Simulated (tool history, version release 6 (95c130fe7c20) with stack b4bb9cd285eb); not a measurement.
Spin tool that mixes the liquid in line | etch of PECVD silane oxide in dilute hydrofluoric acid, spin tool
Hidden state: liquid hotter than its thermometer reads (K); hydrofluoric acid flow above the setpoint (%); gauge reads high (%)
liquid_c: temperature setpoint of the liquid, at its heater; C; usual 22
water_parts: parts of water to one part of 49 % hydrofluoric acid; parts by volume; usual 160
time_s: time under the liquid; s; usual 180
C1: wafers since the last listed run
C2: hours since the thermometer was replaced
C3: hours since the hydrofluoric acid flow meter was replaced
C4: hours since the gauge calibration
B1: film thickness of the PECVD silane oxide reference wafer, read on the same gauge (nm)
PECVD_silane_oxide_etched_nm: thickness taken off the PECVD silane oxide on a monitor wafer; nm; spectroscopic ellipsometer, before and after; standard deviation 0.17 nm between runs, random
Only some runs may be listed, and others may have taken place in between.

run 1 hour=0 | liquid_c=22 water_parts=160 time_s=180 | C1=0 C2=910 C3=1103.8 C4=449 | B1=49.99 | PECVD_silane_oxide_etched_nm=25.9
run 2 hour=48.4 | liquid_c=22 water_parts=160 time_s=180 | C1=236 C2=958.4 C3=1152.2 C4=497.4 | B1=50.01 | PECVD_silane_oxide_etched_nm=25.71
-- hour=87.7 thermometer replaced
run 3 hour=117.3 | liquid_c=22 water_parts=160 time_s=180 | C1=332 C2=29.6 C3=1221.1 C4=566.3 | B1=50.04 | PECVD_silane_oxide_etched_nm=25.82
run 4 hour=285.5 | liquid_c=22 water_parts=160 time_s=180 | C1=823 C2=197.8 C3=1389.3 C4=734.5 | B1=49.97 | PECVD_silane_oxide_etched_nm=26.02
run 5 hour=323.4 | liquid_c=22 water_parts=160 time_s=180 | C1=185 C2=235.7 C3=1427.2 C4=772.4 | B1=50.02 | PECVD_silane_oxide_etched_nm=25.84
run 6 hour=362.6 | liquid_c=22 water_parts=160 time_s=180 | C1=191 C2=274.9 C3=1466.4 C4=811.6 | B1=50.02 | PECVD_silane_oxide_etched_nm=25.78
run 7 hour=475.5 | liquid_c=22 water_parts=160 time_s=180 | C1=552 C2=387.8 C3=1579.3 C4=924.5 | B1=50 | PECVD_silane_oxide_etched_nm=26.1
run 8 hour=546.4 | liquid_c=22 water_parts=160 time_s=180 | C1=346 C2=458.7 C3=1650.2 C4=995.4 | B1=50.01 | PECVD_silane_oxide_etched_nm=26.19
run 9 hour=633 | liquid_c=22 water_parts=160 time_s=180 | C1=423 C2=545.3 C3=1736.8 C4=1082 | B1=49.99 | PECVD_silane_oxide_etched_nm=26.5
run 10 hour=696.7 | liquid_c=22 water_parts=160 time_s=180 | C1=311 C2=609 C3=1800.5 C4=1145.7 | B1=50.02 | PECVD_silane_oxide_etched_nm=26.12
run 11 hour=746.8 | liquid_c=22 water_parts=160 time_s=180 | C1=245 C2=659.1 C3=1850.6 C4=1195.8 | B1=49.98 | PECVD_silane_oxide_etched_nm=26.48
run 12 hour=794.1 | liquid_c=22 water_parts=160 time_s=180 | C1=231 C2=706.4 C3=1897.9 C4=1243.1 | B1=50.02 | PECVD_silane_oxide_etched_nm=25.85
run 13 hour=842.3 | liquid_c=20.5 water_parts=160 time_s=180 | C1=235 C2=754.6 C3=1946.1 C4=1291.3 | B1=49.99 | PECVD_silane_oxide_etched_nm=24.43
-- hour=873.5 hydrofluoric acid flow meter replaced
run 14 hour=900.1 | liquid_c=18.5 water_parts=160 time_s=180 | C1=277 C2=812.4 C3=26.6 C4=1349.1 | B1=49.97 | PECVD_silane_oxide_etched_nm=23.67
-- hour=918.8 thermometer replaced
run 15 hour=955.5 | liquid_c=22 water_parts=120 time_s=180 | C1=266 C2=36.7 C3=82 C4=1404.5 | B1=49.97 | PECVD_silane_oxide_etched_nm=37.58
run 16 hour=1008.6 | liquid_c=22 water_parts=160 time_s=180 | C1=259 C2=89.8 C3=135.1 C4=1457.6 | B1=49.99 | PECVD_silane_oxide_etched_nm=27.25
-- hour=1072.2 gauge calibrated
run 17 hour=1079.6 | liquid_c=22 water_parts=90 time_s=180 | C1=347 C2=160.8 C3=206.1 C4=7.4 | B1=49.98 | PECVD_silane_oxide_etched_nm=52.58
-- hour=1103.5 hydrofluoric acid flow meter replaced, repeated, since the last time left the tool worse
run 18 hour=1114.7 | liquid_c=22 water_parts=160 time_s=145 | C1=166 C2=195.9 C3=11.2 C4=42.5 | B1=49.98 | PECVD_silane_oxide_etched_nm=20.27
run 19 hour=1151.3 | liquid_c=24 water_parts=110 time_s=245 | C1=179 C2=232.5 C3=47.8 C4=79.1 | B1=50.01 | PECVD_silane_oxide_etched_nm=57
run 20 hour=1205.3 | liquid_c=20.5 water_parts=220 time_s=180 | C1=264 C2=286.5 C3=101.8 C4=133.1 | B1=50 | PECVD_silane_oxide_etched_nm=16.27
run 21 hour=1256.1 | liquid_c=22 water_parts=160 time_s=180 | C1=248 C2=337.3 C3=152.6 C4=183.9 | B1=50 | PECVD_silane_oxide_etched_nm=25.05
run 22 hour=1300.8 | liquid_c=20 water_parts=225 time_s=180 | C1=218 C2=382 C3=197.3 C4=228.6 | B1=49.97 | PECVD_silane_oxide_etched_nm=15.79
run 23 hour=1359 | liquid_c=25 water_parts=160 time_s=180 | C1=284 C2=440.2 C3=255.5 C4=286.8 | B1=50 | PECVD_silane_oxide_etched_nm=28.58
run 24 hour=1409.7 | liquid_c=25 water_parts=220 time_s=180 | C1=248 C2=490.9 C3=306.2 C4=337.5 | B1=49.99 | PECVD_silane_oxide_etched_nm=19.28
run 25 hour=1437 | liquid_c=20.5 water_parts=205 time_s=210 | C1=133 C2=518.2 C3=333.5 C4=364.8 | B1=50 | PECVD_silane_oxide_etched_nm=20.86
run 26 hour=1492.9 | liquid_c=22 water_parts=160 time_s=180 | C1=273 C2=574.1 C3=389.4 C4=420.7 | B1=50.02 | PECVD_silane_oxide_etched_nm=25.61
run 27 hour=1529.5 | liquid_c=24 water_parts=140 time_s=215 | C1=179 C2=610.7 C3=426 C4=457.3 | B1=49.99 | PECVD_silane_oxide_etched_nm=37.96
run 28 hour=1563.9 | liquid_c=19 water_parts=160 time_s=90 | C1=168 C2=645.1 C3=460.4 C4=491.7 | B1=49.99 | PECVD_silane_oxide_etched_nm=11.29
run 29 hour=1617.3 | liquid_c=20.5 water_parts=205 time_s=180 | C1=261 C2=698.5 C3=513.8 C4=545.1 | B1=50 | PECVD_silane_oxide_etched_nm=17.96
run 30 hour=1668.4 | liquid_c=24.5 water_parts=160 time_s=290 | C1=250 C2=749.6 C3=564.9 C4=596.2 | B1=49.99 | PECVD_silane_oxide_etched_nm=45.46
-- hour=1689.4 thermometer replaced
run 31 hour=1720.5 | liquid_c=22 water_parts=185 time_s=180 | C1=250 C2=31.1 C3=617 C4=648.3 | B1=50 | PECVD_silane_oxide_etched_nm=21.71
run 32 hour=1787.5 | liquid_c=22 water_parts=160 time_s=180 | C1=327 C2=98.1 C3=684 C4=715.3 | B1=49.98 | PECVD_silane_oxide_etched_nm=25.67

Forecast each of these 5 alternatives for the next run:
run A hour=1788 | liquid_c=22 water_parts=115 time_s=180 | C1=2 C2=98.6 C3=684.5 C4=715.8 | B1=? | PECVD_silane_oxide_etched_nm=?
run B hour=1788 | liquid_c=17.5 water_parts=160 time_s=235 | C1=2 C2=98.6 C3=684.5 C4=715.8 | B1=? | PECVD_silane_oxide_etched_nm=?
run C hour=1788 | liquid_c=18 water_parts=215 time_s=240 | C1=2 C2=98.6 C3=684.5 C4=715.8 | B1=? | PECVD_silane_oxide_etched_nm=?
run D hour=1788 | liquid_c=20 water_parts=130 time_s=180 | C1=2 C2=98.6 C3=684.5 C4=715.8 | B1=? | PECVD_silane_oxide_etched_nm=?
run E hour=1788 | liquid_c=22 water_parts=220 time_s=100 | C1=2 C2=98.6 C3=684.5 C4=715.8 | B1=? | PECVD_silane_oxide_etched_nm=?

run=A B1=49.98 PECVD_silane_oxide_etched_nm=37.12
run=B B1=49.98 PECVD_silane_oxide_etched_nm=27.73
run=C B1=49.98 PECVD_silane_oxide_etched_nm=20.43
run=D B1=49.98 PECVD_silane_oxide_etched_nm=29.81
run=E B1=49.98 PECVD_silane_oxide_etched_nm=9.65
The same runs, with their run-to-run variation unchanged, on a tool lacking any hidden condition would have given:
run=A PECVD_silane_oxide_etched_nm=36.19
run=B PECVD_silane_oxide_etched_nm=27.02
run=C PECVD_silane_oxide_etched_nm=19.89
run=D PECVD_silane_oxide_etched_nm=29.06
run=E PECVD_silane_oxide_etched_nm=9.39
